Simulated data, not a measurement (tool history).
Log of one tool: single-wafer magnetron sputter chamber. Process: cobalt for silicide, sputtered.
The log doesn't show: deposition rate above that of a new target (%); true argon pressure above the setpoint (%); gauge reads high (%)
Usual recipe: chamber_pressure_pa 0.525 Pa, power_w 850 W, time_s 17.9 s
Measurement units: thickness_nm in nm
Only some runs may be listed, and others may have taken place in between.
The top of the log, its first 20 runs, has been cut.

run   hour  chamber_pressure_pa  power_w  time_s  wafers since the last listed run  wafers on the sputter target  hours since the last manometer calibration  hours since the magnet pack was replaced  hours since the gauge calibration  read-back reference wafer on the same gauge, thickness_nm  thickness_nm
 21  255.6                0.525      850    17.9                               488                          4145                                        95.4                                    4928.7                              264.4                                                      7.722         6.752
     259.3  -- gauge calibrated
 22  264.3                0.353      750    17.9                               287                          4432                                       104.1                                    4937.4                                  5                                                       7.72         6.357
     281.5  -- sputter target and shields replaced
 23    282                0.525      850    17.9                               320                            14                                       121.8                                    4955.1                               22.7                                                       7.72         6.874
 24  293.3                0.525      950    17.9                               373                           388                                       133.1                                    4966.4                                 34                                                      7.719         7.653
 25  309.8                0.525      850    17.9                               544                           932                                       149.6                                    4982.9                               50.5                                                       7.72         6.842
     324.6  -- magnet pack replaced
 26  325.1                0.525      850    19.4                               241                          1174                                       164.9                                       0.5                               65.8                                                      7.718         7.384
 27    357                0.525      850    17.9                              1053                          2227                                       196.8                                      32.4                               97.7                                                      7.721         6.787
 28  370.3                0.525     1050    17.9                               439                          2666                                       210.1                                      45.7                                111                                                       7.72         8.397
 29  378.8                0.328      950    16.2                               280                          2947                                       218.6                                      54.2                              119.5                                                      7.718         7.357
 30  392.3                0.525      850    17.9                               445                          3393                                       232.1                                      67.7                                133                                                      7.721         6.769
 31  408.8                0.525      850    17.9                               544                          3938                                       248.6                                      84.2                              149.5                                                      7.719         6.761
 32  419.3                0.666      850    17.9                               346                          4285                                       259.1                                      94.7                                160                                                      7.719         6.425
     432.1  -- sputter target and shields replaced
 33  448.6                0.525      650    17.9                               703                           545                                       288.4                                       124                              189.3                                                       7.72         5.206
 34  464.1                0.525      700    17.9                               511                          1057                                       303.9                                     139.5                              204.8                                                      7.723         5.606
 35  474.2                0.525      850    17.9                               333                          1390                                         314                                     149.6                              214.9                                                       7.72         6.775

Here are 4 independent what-if runs from the current tool condition. What would each one return?
  A  474.6                0.525      850    17.9                                13                          1404                                       314.4                                       150                              215.3                                                          ?             ?
  B  474.6                0.377      850    17.9                                13                          1404                                       314.4                                       150                              215.3                                                          ?             ?
  C  474.6                0.525      850    14.3                                13                          1404                                       314.4                                       150                              215.3                                                          ?             ?
  D  474.6                  0.4      850    20.6                                13                          1404                                       314.4                                       150                              215.3                                                          ?             ?

run  read-back reference wafer on the same gauge, thickness_nm  thickness_nm
  A                                                      7.721         6.784
  B                                                      7.721          7.16
  C                                                      7.721          5.42
  D                                                      7.721         8.171
With no hidden state in the tool, these same runs would have given:
run  thickness_nm
  A         6.827
  B         7.214
  C         5.454
  D         8.231

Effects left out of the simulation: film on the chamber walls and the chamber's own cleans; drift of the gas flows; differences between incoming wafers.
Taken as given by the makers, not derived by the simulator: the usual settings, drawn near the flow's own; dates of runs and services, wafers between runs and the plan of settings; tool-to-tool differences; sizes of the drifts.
